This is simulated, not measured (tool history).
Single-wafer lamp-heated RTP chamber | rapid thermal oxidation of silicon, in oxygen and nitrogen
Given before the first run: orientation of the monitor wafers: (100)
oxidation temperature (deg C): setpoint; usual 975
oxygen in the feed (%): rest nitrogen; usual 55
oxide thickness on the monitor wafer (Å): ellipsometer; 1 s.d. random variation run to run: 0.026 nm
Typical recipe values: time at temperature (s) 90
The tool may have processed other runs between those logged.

run,day,oxidation temperature (deg C),time at temperature (s),oxygen in the feed (%),"read-back reference wafer on the same gauge, thickness",oxide thickness on the monitor wafer (Å)
1,0,975,124,55,4.153,57.25
2,0.621,975,90,55,4.147,49.96
3,1.188,975,90,55,4.143,49.61
4,1.758,975,90,55,4.133,49.98
5,2.025,975,90,55,4.149,50.05
6,2.408,975,90,70,4.148,53.93
7,3.071,975,90,70,4.146,53.78
8,3.517,975,90,70,4.146,53.9
9,4.938,975,90,55,4.141,49.64
10,5.3,975,90,55,4.131,49.3
11,5.679,975,90,55,4.132,50.16
12,6.117,975,90,75,4.145,55.4
# day 6.712: oxygen flow controller replaced
13,6.733,975,90,75,4.146,55.66
14,7.188,975,90,75,4.141,55.56
15,7.621,975,114,77,4.139,62.33
16,9.396,975,134,64,4.139,63.12
17,10.075,983,90,31,4.137,43.99
18,10.488,998,90,55,4.138,58.83
19,10.746,975,90,55,4.133,50.3
20,11.412,1001,90,55,4.15,60.64
21,12.396,975,90,55,4.134,50.46
22,12.704,975,48,55,4.153,38.78
23,12.983,975,121,55,4.143,57.35
24,13.612,951,90,67,4.145,45.19
# day 13.979: pyrometer window cleaned and pyrometer calibrated
25,14.271,975,90,55,4.143,47.06
26,14.754,975,90,55,4.13,47.16
# day 14.925: gauge calibrated
27,15.392,946,107,65,4.147,43.84
28,15.971,984,90,55,4.138,51
29,16.283,975,76,38,4.139,39.76
30,16.617,951,58,72,4.137,36.34
31,17.117,987,116,34,4.137,48.74
32,17.758,1003,67,55,4.136,50.59
33,18.346,975,90,84,4.13,54.61
34,18.904,975,90,55,4.15,47.46
35,19.3,984,75,55,4.142,47.56
36,19.704,950,90,82,4.136,45.4
37,19.996,996,67,84,4.148,56.15
38,20.429,988,90,55,4.145,52.6

Hidden state or all else? Some run-to-run changes of oxide thickness on the monitor wafer (Å), split into what the settings, what came in and random variation would give without the hidden state, and what is left for the hidden state (with any gauge scatter that isn't in both results):
Unlogged tool condition in this case: true wafer temperature minus pyrometer reading, K; deviation of the oxygen flow from its setpoint, %; gauge reads high (%).
Run 16 -> 17: oxidation temperature (deg C) 975 -> 983, time at temperature (s) 134 -> 90, oxygen in the feed (%) 64 -> 31. oxide thickness on the monitor wafer (Å) -19.13: hidden state -1.45, all else -17.68.
Run 17 -> 18: oxidation temperature (deg C) 983 -> 998, oxygen in the feed (%) 31 -> 55. oxide thickness on the monitor wafer (Å) +14.84: hidden state +1.11, all else +13.73.
Run 22 -> 23: time at temperature (s) 48 -> 121. oxide thickness on the monitor wafer (Å) +18.57: hidden state +1.51, all else +17.06.
Run 24 -> 25: oxidation temperature (deg C) 951 -> 975, oxygen in the feed (%) 67 -> 55, pyrometer window cleaned and pyrometer calibrated. oxide thickness on the monitor wafer (Å) +1.87: hidden state -2.56, all else +4.43.
